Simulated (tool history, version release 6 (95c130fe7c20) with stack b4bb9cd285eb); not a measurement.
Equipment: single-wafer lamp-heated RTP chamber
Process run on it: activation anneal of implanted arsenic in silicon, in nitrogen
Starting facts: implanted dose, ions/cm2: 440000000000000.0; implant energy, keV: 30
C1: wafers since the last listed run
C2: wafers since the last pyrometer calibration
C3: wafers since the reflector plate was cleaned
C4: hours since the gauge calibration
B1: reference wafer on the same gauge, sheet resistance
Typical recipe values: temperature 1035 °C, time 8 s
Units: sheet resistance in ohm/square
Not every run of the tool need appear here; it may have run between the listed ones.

Run 1, hour 0.0: usual settings but time 7 s; C1 0; C2 5700; C3 5159; C4 1205.1; B1 278.91. Result: sheet resistance 246.32 ohm/square.
At hour 71.7: reflector plate cleaned.
At hour 74.9: pyrometer window cleaned and pyrometer calibrated.
At hour 98.0: gauge calibrated.
Run 2, hour 100.4: usual settings but time 7 s; C1 1173; C2 335; C3 335; C4 2.4; B1 272.55. Result: sheet resistance 240.77 ohm/square.
Run 3, hour 191.4: usual settings; C1 1198; C2 1533; C3 1533; C4 93.4; B1 272.59. Result: sheet resistance 240.23 ohm/square.
Run 4, hour 240.9: usual settings but time 5 s; C1 652; C2 2185; C3 2185; C4 142.9; B1 272.82. Result: sheet resistance 242.32 ohm/square.
Run 5, hour 296.4: usual settings; C1 731; C2 2916; C3 2916; C4 198.4; B1 272.84. Result: sheet resistance 239.04 ohm/square.
Run 6, hour 364.0: usual settings but temperature 1020 °C; C1 890; C2 3807; C3 3807; C4 266.0; B1 272.74. Result: sheet resistance 241.50 ohm/square.
At hour 452.2: reflector plate cleaned.
Run 7, hour 468.9: usual settings but time 9 s; C1 1276; C2 5083; C3 220; C4 370.9; B1 273.21. Result: sheet resistance 240.21 ohm/square.
Run 8, hour 549.7: usual settings but time 9 s; C1 1064; C2 6147; C3 1284; C4 451.7; B1 273.29. Result: sheet resistance 238.74 ohm/square.
Run 9, hour 595.8: usual settings but time 9 s; C1 607; C2 6755; C3 1891; C4 497.8; B1 273.67. Result: sheet resistance 239.15 ohm/square.
At hour 610.0: pyrometer window cleaned and pyrometer calibrated.
Run 10, hour 684.8: usual settings but time 12 s; C1 1066; C2 985; C3 2958; C4 586.8; B1 274.16. Result: sheet resistance 238.94 ohm/square.
Run 11, hour 728.0: usual settings but time 12 s; C1 569; C2 1554; C3 3527; C4 630.0; B1 274.08. Result: sheet resistance 239.26 ohm/square.
Run 12, hour 819.8: usual settings but time 11 s; C1 1209; C2 2763; C3 4737; C4 721.8; B1 275.12. Result: sheet resistance 239.93 ohm/square.
Run 13, hour 888.7: usual settings but time 11 s; C1 907; C2 3670; C3 5644; C4 790.7; B1 275.04. Result: sheet resistance 240.84 ohm/square.
At hour 908.9: reflector plate cleaned.
Run 14, hour 995.3: usual settings but time 11 s; C1 1298; C2 4969; C3 1138; C4 897.3; B1 275.80. Result: sheet resistance 242.14 ohm/square.
At hour 1034.1: pyrometer window cleaned and pyrometer calibrated.
Run 15, hour 1205.1: usual settings but temperature 1013 °C, time 10 s; C1 2658; C2 2252; C3 3796; C4 1107.1; B1 277.31. Result: sheet resistance 246.14 ohm/square.
Run 16, hour 1292.5: usual settings but time 6 s; C1 1151; C2 3403; C3 4947; C4 1194.5; B1 278.90. Result: sheet resistance 245.79 ohm/square.
At hour 1314.9: reflector plate cleaned.
Run 17, hour 1355.5: usual settings but temperature 1049 °C; C1 724; C2 4128; C3 535; C4 1257.5; B1 279.30. Result: sheet resistance 243.62 ohm/square.
Run 18, hour 1443.8: usual settings; C1 1163; C2 5291; C3 1698; C4 1345.8; B1 279.78. Result: sheet resistance 246.08 ohm/square.
At hour 1499.5: pyrometer window cleaned and pyrometer calibrated.
Run 19, hour 1519.9: usual settings; C1 896; C2 268; C3 2595; C4 1421.9; B1 280.66. Result: sheet resistance 247.48 ohm/square.
Run 20, hour 1573.4: usual settings; C1 704; C2 973; C3 3299; C4 1475.4; B1 281.67. Result: sheet resistance 246.96 ohm/square.
At hour 1612.2: gauge calibrated.
Run 21, hour 1637.9: usual settings; C1 849; C2 1823; C3 4149; C4 25.7; B1 270.76. Result: sheet resistance 238.80 ohm/square.
At hour 1721.4: reflector plate cleaned.
Run 22, hour 1739.8: usual settings but temperature 1011 °C, time 12 s; C1 1236; C2 3059; C3 242; C4 127.6; B1 270.94. Result: sheet resistance 237.74 ohm/square.
Run 23, hour 1824.2: usual settings but temperature 1053 °C; C1 1111; C2 4171; C3 1353; C4 212.0; B1 270.73. Result: sheet resistance 235.95 ohm/square.
Run 24, hour 1920.1: usual settings but time 10 s; C1 1263; C2 5434; C3 2617; C4 307.9; B1 271.31. Result: sheet resistance 237.83 ohm/square.
Run 25, hour 1960.9: usual settings but temperature 1055 °C, time 6 s; C1 537; C2 5972; C3 3154; C4 348.7; B1 271.26. Result: sheet resistance 237.17 ohm/square.
At hour 2017.7: pyrometer window cleaned and pyrometer calibrated.
Run 26, hour 2053.7: usual settings but temperature 1011 °C, time 9 s; C1 1116; C2 474; C3 4271; C4 441.5; B1 271.58. Result: sheet resistance 241.28 ohm/square.
Run 27, hour 2149.0: usual settings; C1 1255; C2 1729; C3 5526; C4 536.8; B1 272.24. Result: sheet resistance 238.29 ohm/square.
At hour 2168.8: reflector plate cleaned.
Run 28, hour 2195.2: usual settings but temperature 1017 °C; C1 503; C2 2233; C3 347; C4 583.0; B1 272.39. Result: sheet resistance 241.73 ohm/square.

Predict each of these 3 candidate next runs independently; none follows another, all start after run 28:
Run A, hour 2195.6: usual settings but temperature 1063 °C; C1 5; C2 2238; C3 352; C4 583.4; B1 ?. Result: sheet resistance ?.
Run B, hour 2195.6: usual settings but time 4 s; C1 5; C2 2238; C3 352; C4 583.4; B1 ?. Result: sheet resistance ?.
Run C, hour 2195.6: usual settings but temperature 1027 °C, time 10 s; C1 5; C2 2238; C3 352; C4 583.4; B1 ?. Result: sheet resistance ?.

run      B1  sheet resistance
  A  272.08            236.34
  B  272.08            242.53
  C  272.08            239.07
Take away the tool's hidden state, keep each run's random variation, and the runs would have read:
run  sheet resistance
  A            236.14
  B            242.32
  C            238.87
